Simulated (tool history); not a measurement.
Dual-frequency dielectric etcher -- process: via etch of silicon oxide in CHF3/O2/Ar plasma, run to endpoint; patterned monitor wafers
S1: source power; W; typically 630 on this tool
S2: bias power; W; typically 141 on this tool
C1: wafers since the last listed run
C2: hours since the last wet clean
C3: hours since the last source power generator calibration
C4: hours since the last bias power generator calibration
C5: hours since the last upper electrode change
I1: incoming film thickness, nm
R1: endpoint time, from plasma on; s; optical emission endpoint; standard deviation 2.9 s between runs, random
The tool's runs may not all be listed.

run,hour,S1,S2,C1,C2,C3,C4,C5,I1,R1
1,0,700,141,0,234.3,2491.1,2298.2,4378.7,768.7,378.6
2,25.3,630,141,146,259.6,2516.4,2323.5,4404,772.7,393.3
3,56.9,630,141,183,291.2,2548,2355.1,4435.6,768.1,391.5
4,75.6,630,141,108,309.9,2566.7,2373.8,4454.3,759.5,387.1
5,110.1,630,141,199,344.4,2601.2,2408.3,4488.8,763.3,384.7
6,123.6,630,141,78,357.9,2614.7,2421.8,4502.3,767.1,388.2
7,141,570,125,100,375.3,2632.1,2439.2,4519.7,764.7,426.2
8,155.2,570,125,82,389.5,2646.3,2453.4,4533.9,762.7,419.8
9,169.1,700,158,80,403.4,2660.2,2467.3,4547.8,763.9,350.1
# hour 217.4: wet clean of the chamber
10,217.9,630,122,143,0.5,2709,2516.1,4596.6,763.8,421.1
11,230.8,720,141,74,13.4,2721.9,2529,4609.5,769.2,380.9
12,255.7,720,141,144,38.3,2746.8,2553.9,4634.4,767.5,382.1
13,271.4,580,166,91,54,2762.5,2569.6,4650.1,766.9,397
# hour 288.9: source power generator calibrated
14,289.4,680,111,81,72,0.5,2587.6,4668.1,773.5,414.9
15,321.1,580,166,183,103.7,32.2,2619.3,4699.8,764.8,388.6
16,336.4,630,141,88,119,47.5,2634.6,4715.1,765.7,397
17,368.6,630,141,186,151.2,79.7,2666.8,4747.3,773.4,397.9
18,401,630,141,187,183.6,112.1,2699.2,4779.7,761.6,394.9
19,414.3,570,129,77,196.9,125.4,2712.5,4793,766.3,422.5
# hour 447.2: upper electrode replaced
20,447.7,530,159,54,230.3,158.8,2745.9,0.5,772.8,412.2
21,454.5,500,172,39,237.1,165.6,2752.7,7.3,759.2,402.9
# hour 485.4: bias power generator calibrated
22,551.9,630,141,541,334.5,263,66.5,104.7,776.3,394.2
23,565.4,670,115,78,348,276.5,80,118.2,766,403.1
24,594.5,550,155,168,377.1,305.6,109.1,147.3,763,398.7
25,612.9,480,124,106,395.5,324,127.5,165.7,773.2,457.5

5 ways to go on from here, each from the tool as it stands after run 25. What would each give?
A,613.4,630,141,2,396,324.5,128,166.2,762.3,?
B,613.4,630,110,2,396,324.5,128,166.2,762.3,?
C,613.4,730,141,2,396,324.5,128,166.2,762.3,?
D,613.4,480,118,2,396,324.5,128,166.2,762.3,?
E,613.4,530,141,2,396,324.5,128,166.2,762.3,?

run,R1
A,391
B,423.8
C,366.8
D,468.2
E,422
Without the tool's unlogged condition, the same runs would have read:
run,R1
A,408.3
B,442.5
C,383.1
D,488.9
E,440.6
